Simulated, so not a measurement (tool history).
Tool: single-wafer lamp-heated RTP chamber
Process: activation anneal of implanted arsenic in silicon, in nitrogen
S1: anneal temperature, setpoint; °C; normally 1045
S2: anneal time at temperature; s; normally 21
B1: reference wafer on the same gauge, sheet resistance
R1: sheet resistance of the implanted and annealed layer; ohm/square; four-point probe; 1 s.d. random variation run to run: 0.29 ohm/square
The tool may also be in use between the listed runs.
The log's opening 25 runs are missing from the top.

{"run": 26, "hour": 731.0, "S1": 1075, "S2": 21, "B1": 147.07, "R1": 143.6}
{"run": 27, "hour": 757.1, "S1": 1045, "S2": 18, "B1": 146.96, "R1": 150.84}
{"run": 28, "hour": 770.0, "S1": 1037, "S2": 32, "B1": 146.92, "R1": 147.73}
{"run": 29, "hour": 804.5, "S1": 1034, "S2": 17, "B1": 147, "R1": 153.18}
{"run": 30, "hour": 821.2, "S1": 1017, "S2": 31, "B1": 146.98, "R1": 150.99}
{"run": 31, "hour": 854.4, "S1": 1045, "S2": 12, "B1": 146.97, "R1": 153.68}
{"run": 32, "hour": 877.3, "S1": 1073, "S2": 21, "B1": 147.01, "R1": 143.38}
{"run": 33, "hour": 890.4, "S1": 1045, "S2": 32, "B1": 146.99, "R1": 145.36}

What will run 34 give?
{"run": 34, "hour": 972.2, "S1": 1034, "S2": 21, "B1": "?", "R1": "?"}

Run 34 yielded B1 147.03, R1 150.12 ohm/square.
Had the tool carried no hidden state, the very same run would have given R1 152.5 ohm/square.
